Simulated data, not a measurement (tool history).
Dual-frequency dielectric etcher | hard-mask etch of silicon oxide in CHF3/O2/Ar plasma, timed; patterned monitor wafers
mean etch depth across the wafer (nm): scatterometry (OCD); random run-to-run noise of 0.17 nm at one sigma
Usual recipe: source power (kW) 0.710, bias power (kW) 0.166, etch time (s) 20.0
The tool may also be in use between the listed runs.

run,hour,source power (kW),bias power (kW),etch time (s),wafers since the last listed run,hours since the last wet clean,hours since the last source power generator calibration,hours since the last bias power generator calibration,hours since the last upper electrode change,hours since the gauge calibration,"read-back reference wafer on the same gauge, depth_nm",mean etch depth across the wafer (nm)
1,0.0,0.710,0.166,20.0,0,241.4,2167.0,2775.9,3795.3,87.3,32.47,37.65
2,12.3,0.710,0.186,20.0,200,253.7,2179.3,2788.2,3807.6,99.6,32.52,39.17
3,39.7,0.710,0.186,20.0,446,281.1,2206.7,2815.6,3835.0,127.0,32.48,38.81
4,53.2,0.670,0.166,18.5,219,294.6,2220.2,2829.1,3848.5,140.5,32.49,34.13
5,74.4,0.670,0.166,18.5,345,315.8,2241.4,2850.3,3869.7,161.7,32.45,33.90
6,87.1,0.710,0.166,20.0,206,328.5,2254.1,2863.0,3882.4,174.4,32.51,37.58
7,106.1,0.710,0.166,20.0,309,347.5,2273.1,2882.0,3901.4,193.4,32.50,37.52
# hour 125.7: bias power generator calibrated
8,131.1,0.710,0.166,20.0,341,372.5,2298.1,5.4,3926.4,218.4,32.50,37.39
9,144.7,0.710,0.206,20.0,221,386.1,2311.7,19.0,3940.0,232.0,32.47,39.52
# hour 150.0: source power generator calibrated
10,160.1,0.660,0.166,15.5,185,401.5,10.1,34.4,3955.4,247.4,32.52,28.21
# hour 205.4: wet clean of the chamber
# hour 215.0: upper electrode replaced
11,215.5,0.710,0.125,20.0,354,10.1,65.5,89.8,0.5,302.8,32.52,38.50
12,215.8,0.640,0.198,20.0,4,10.4,65.8,90.1,0.8,303.1,32.48,41.85
# hour 216.8: gauge calibrated
13,233.3,0.550,0.166,16.0,284,27.9,83.3,107.6,18.3,16.5,32.45,29.61
# hour 258.3: wet clean of the chamber, repeated, since the last time left the tool worse
14,333.1,0.840,0.148,25.0,1233,74.8,183.1,207.4,118.1,116.3,32.50,50.04
15,367.5,0.660,0.166,15.5,559,109.2,217.5,241.8,152.5,150.7,32.50,28.62

Branching from run 15: 5 alternative next runs. What would each branch give?
A,367.9,0.640,0.166,20.0,6,109.6,217.9,242.2,152.9,151.1,?,?
B,367.9,0.620,0.145,20.0,6,109.6,217.9,242.2,152.9,151.1,?,?
C,367.9,0.560,0.147,23.5,6,109.6,217.9,242.2,152.9,151.1,?,?
D,367.9,0.890,0.166,20.0,6,109.6,217.9,242.2,152.9,151.1,?,?
E,367.9,0.710,0.166,22.5,6,109.6,217.9,242.2,152.9,151.1,?,?

run,"read-back reference wafer on the same gauge, depth_nm",mean etch depth across the wafer (nm)
A,32.52,36.58
B,32.52,34.90
C,32.52,39.51
D,32.52,41.68
E,32.52,42.88
Without the tool's unlogged condition, the same runs would have read:
run,mean etch depth across the wafer (nm)
A,36.93
B,35.23
C,39.89
D,42.08
E,43.29
